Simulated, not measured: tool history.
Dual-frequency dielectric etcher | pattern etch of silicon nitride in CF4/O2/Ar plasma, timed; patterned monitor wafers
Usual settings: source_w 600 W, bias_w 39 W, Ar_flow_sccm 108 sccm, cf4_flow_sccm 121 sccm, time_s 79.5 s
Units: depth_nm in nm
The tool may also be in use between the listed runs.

run,hour,source_w,bias_w,Ar_flow_sccm,cf4_flow_sccm,time_s,"read-back reference wafer on the same gauge, depth_nm",depth_nm
1,0,600,39,99,121,79.5,169,168.3
2,17.8,600,39,99,121,79.5,168.9,166.9
3,29.7,600,39,119,121,79.5,168.9,164.5
4,38.4,600,39,108,121,79.5,169,168.2
5,51.6,600,39,108,121,79.5,168.9,167.1
6,66.8,600,39,108,121,79.5,169,167.1
7,74.5,600,39,108,121,79.5,169.1,166.9
# hour 88.5: Ar flow controller replaced
# hour 95.4: gauge calibrated
# hour 98.5: upper electrode replaced
8,99,600,39,108,121,79.5,169.2,168.7
9,99.4,600,39,108,121,79.5,169,167.2
# hour 104: bias power generator calibrated
10,104.5,510,39,90,121,79.5,169,144
11,112.1,600,39,108,121,79.5,169,169.4
12,120.6,600,39,108,121,66,168.9,139.2
# hour 129.9: source power generator calibrated
13,130.4,600,39,108,121,79.5,169.1,168.7
14,142,720,34,86,121,56.5,169,142.7
15,156.3,740,34,99,121,91,168.9,235.5
# hour 185.6: wet clean of the chamber
# hour 188: CF4 flow controller replaced
16,188.5,490,39,95,129,72.5,169.3,121.1
17,188.9,600,39,120,121,79.5,169,163.1
18,196.9,600,39,85,95,79.5,169.1,160.5
19,206.5,600,39,108,121,79.5,169,163.7
20,217.8,600,49,127,121,79.5,169,173.5
21,234.1,600,39,108,121,79.5,169,164.8
22,251,600,39,124,147,79.5,168.9,167.3

The tool's hidden state at each run:
source power that arrives over what is set, %: 0 in every run
bias power that arrives over what is set, %: 0 in every run
Ar flow that arrives over what is set, %: 0 in every run
CF4 flow that arrives over what is set, %: 0 in every run
gauge reads high (%): 0 in every run
H1: etch rate over this chamber's usual, %
run,H1
1,2.81
2,2.99
3,3.12
4,3.21
5,3.35
6,3.51
7,3.59
8,3.85
9,3.86
10,3.91
11,3.99
12,4.08
13,4.18
14,4.31
15,4.46
16,0.915
17,0.92
18,1
19,1.11
20,1.23
21,1.4
22,1.58
